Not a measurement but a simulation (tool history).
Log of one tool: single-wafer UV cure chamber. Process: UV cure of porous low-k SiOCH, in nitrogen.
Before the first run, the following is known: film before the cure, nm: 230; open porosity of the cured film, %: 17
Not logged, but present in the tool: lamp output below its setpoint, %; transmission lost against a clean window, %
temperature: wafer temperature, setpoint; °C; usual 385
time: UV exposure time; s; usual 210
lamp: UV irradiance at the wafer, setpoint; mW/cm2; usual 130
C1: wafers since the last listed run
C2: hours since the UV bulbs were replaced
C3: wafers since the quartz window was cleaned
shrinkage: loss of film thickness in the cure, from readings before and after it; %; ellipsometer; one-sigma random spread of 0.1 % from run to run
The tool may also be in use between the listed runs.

Run 1, hour 0: usual settings; C1 0; C2 2992.7; C3 816. Result: shrinkage 11.779 %.
Run 2, hour 15.5: usual settings; C1 115; C2 3008.2; C3 932. Result: shrinkage 11.714 %.
Run 3, hour 27.7: usual settings but lamp 156 mW/cm2; C1 90; C2 3020.4; C3 1022. Result: shrinkage 12.571 %.
Run 4, hour 41.3: usual settings but lamp 156 mW/cm2; C1 101; C2 3034; C3 1124. Result: shrinkage 12.463 %.
Run 5, hour 51.7: usual settings; C1 77; C2 3044.4; C3 1201. Result: shrinkage 11.652 %.
Run 6, hour 65.8: usual settings; C1 104; C2 3058.5; C3 1306. Result: shrinkage 11.892 %.
Run 7, hour 75.7: usual settings; C1 73; C2 3068.4; C3 1380. Result: shrinkage 11.579 %.
Run 8, hour 81.9: usual settings but time 305 s, lamp 118 mW/cm2; C1 46; C2 3074.6; C3 1426. Result: shrinkage 13.055 %.
At hour 90.6: quartz window cleaned.
At hour 98.2: UV bulbs replaced.
Run 9, hour 117.9: usual settings but temperature 393 °C; C1 151; C2 19.7; C3 146. Result: shrinkage 11.875 %.
Run 10, hour 129.8: usual settings but temperature 397 °C, time 260 s, lamp 109 mW/cm2; C1 88; C2 31.6; C3 235. Result: shrinkage 12.243 %.
Run 11, hour 137.4: usual settings but temperature 373 °C, time 330 s, lamp 161 mW/cm2; C1 56; C2 39.2; C3 291. Result: shrinkage 14.56 %.
Run 12, hour 145.5: usual settings; C1 60; C2 47.3; C3 351. Result: shrinkage 11.556 %.
Run 13, hour 155.3: usual settings but temperature 402 °C, lamp 112 mW/cm2; C1 72; C2 57.1; C3 424. Result: shrinkage 11.465 %.
Run 14, hour 162.1: usual settings but temperature 373 °C, time 330 s, lamp 161 mW/cm2; C1 50; C2 63.9; C3 475. Result: shrinkage 14.577 %.

Below are 3 alternative next runs, each starting from the tool's condition after run 14. Predict each:
Run A, hour 162.6: usual settings; C1 3; C2 64.4; C3 479. Result: shrinkage ?.
Run B, hour 162.6: usual settings but time 140 s, lamp 163 mW/cm2; C1 3; C2 64.4; C3 479. Result: shrinkage ?.
Run C, hour 162.6: usual settings but temperature 399 °C; C1 3; C2 64.4; C3 479. Result: shrinkage ?.

run  shrinkage
  A     11.694
  B     10.913
  C     11.937
What these runs would have given with no unlogged condition in the tool:
run  shrinkage
  A     11.694
  B     10.913
  C     11.937
